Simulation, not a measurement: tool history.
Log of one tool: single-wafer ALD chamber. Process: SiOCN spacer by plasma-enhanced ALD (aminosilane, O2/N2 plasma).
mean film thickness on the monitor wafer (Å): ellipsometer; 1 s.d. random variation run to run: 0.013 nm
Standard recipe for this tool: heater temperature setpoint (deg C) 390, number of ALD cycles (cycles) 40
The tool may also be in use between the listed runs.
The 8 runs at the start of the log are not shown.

run    hour  heater temperature setpoint (deg C)  number of ALD cycles (cycles)  wafers since the last listed run  hours since the last thermocouple change  hours since the gauge calibration  read-back reference wafer on the same gauge, thickness_nm  mean film thickness on the monitor wafer (Å)
  9   353.3                                  390                             40                               200                                     519.2                              627.5                                                      2.092                                         23.27
 10   516.8                                  390                             40                               840                                     682.7                              791.0                                                      2.085                                         23.47
 11   711.3                                  390                             40                               999                                     877.2                              985.5                                                      2.090                                         23.14
 12   774.1                                  390                             40                               322                                     940.0                             1048.3                                                      2.091                                         23.30
 13   817.6                                  390                             45                               223                                     983.5                             1091.8                                                      2.090                                         26.10
 14   854.6                                  390                             45                               190                                    1020.5                             1128.8                                                      2.090                                         26.37
 15   912.0                                  390                             45                               295                                    1077.9                             1186.2                                                      2.090                                         26.30
      923.7  -- gauge calibrated
 16   957.5                                  390                             40                               233                                    1123.4                               33.8                                                      2.087                                         23.45
 17  1004.5                                  397                             40                               241                                    1170.4                               80.8                                                      2.088                                         23.61
 18  1049.6                                  403                             35                               231                                    1215.5                              125.9                                                      2.085                                         20.49
 19  1102.7                                  399                             48                               272                                    1268.6                              179.0                                                      2.091                                         27.88
 20  1140.2                                  390                             40                               192                                    1306.1                              216.5                                                      2.089                                         23.46
 21  1207.5                                  398                             35                               345                                    1373.4                              283.8                                                      2.088                                         20.43
 22  1274.6                                  402                             40                               344                                    1440.5                              350.9                                                      2.088                                         23.29
     1325.8  -- thermocouple changed; heater temperature recalibrated
 23  1326.3                                  390                             33                               224                                       0.5                              402.6                                                      2.090                                         19.40
 24  1366.8                                  390                             48                               208                                      41.0                              443.1                                                      2.085                                         28.28
 25  1429.0                                  390                             44                               319                                     103.2                              505.3                                                      2.086                                         26.10
 26  1493.2                                  390                             40                               329                                     167.4                              569.5                                                      2.087                                         23.39
 27  1537.7                                  404                             40                               228                                     211.9                              614.0                                                      2.088                                         23.08
 28  1608.9                                  390                             40                               365                                     283.1                              685.2                                                      2.085                                         23.67
 29  1646.7                                  376                             47                               194                                     320.9                              723.0                                                      2.089                                         27.36
 30  1708.5                                  402                             34                               317                                     382.7                              784.8                                                      2.089                                         19.79
 31  1753.3                                  390                             47                               230                                     427.5                              829.6                                                      2.091                                         27.60
 32  1809.1                                  380                             34                               286                                     483.3                              885.4                                                      2.090                                         19.82
 33  1843.6                                  390                             40                               177                                     517.8                              919.9                                                      2.089                                         23.60

Below are 5 alternative next runs, each starting from the tool's condition after run 33. Predict each:
  A  1844.1                                  390                             40                                 2                                     518.3                              920.4                                                          ?                                             ?
  B  1844.1                                  386                             46                                 2                                     518.3                              920.4                                                          ?                                             ?
  C  1844.1                                  390                             38                                 2                                     518.3                              920.4                                                          ?                                             ?
  D  1844.1                                  390                             46                                 2                                     518.3                              920.4                                                          ?                                             ?
  E  1844.1                                  384                             33                                 2                                     518.3                              920.4                                                          ?                                             ?

run  read-back reference wafer on the same gauge, thickness_nm  mean film thickness on the monitor wafer (Å)
  A                                                      2.090                                         23.30
  B                                                      2.090                                         26.80
  C                                                      2.090                                         22.14
  D                                                      2.090                                         26.80
  E                                                      2.090                                         19.23
What these runs would have given with no unlogged condition in the tool:
run  mean film thickness on the monitor wafer (Å)
  A                                         23.30
  B                                         26.80
  C                                         22.14
  D                                         26.80
  E                                         19.23

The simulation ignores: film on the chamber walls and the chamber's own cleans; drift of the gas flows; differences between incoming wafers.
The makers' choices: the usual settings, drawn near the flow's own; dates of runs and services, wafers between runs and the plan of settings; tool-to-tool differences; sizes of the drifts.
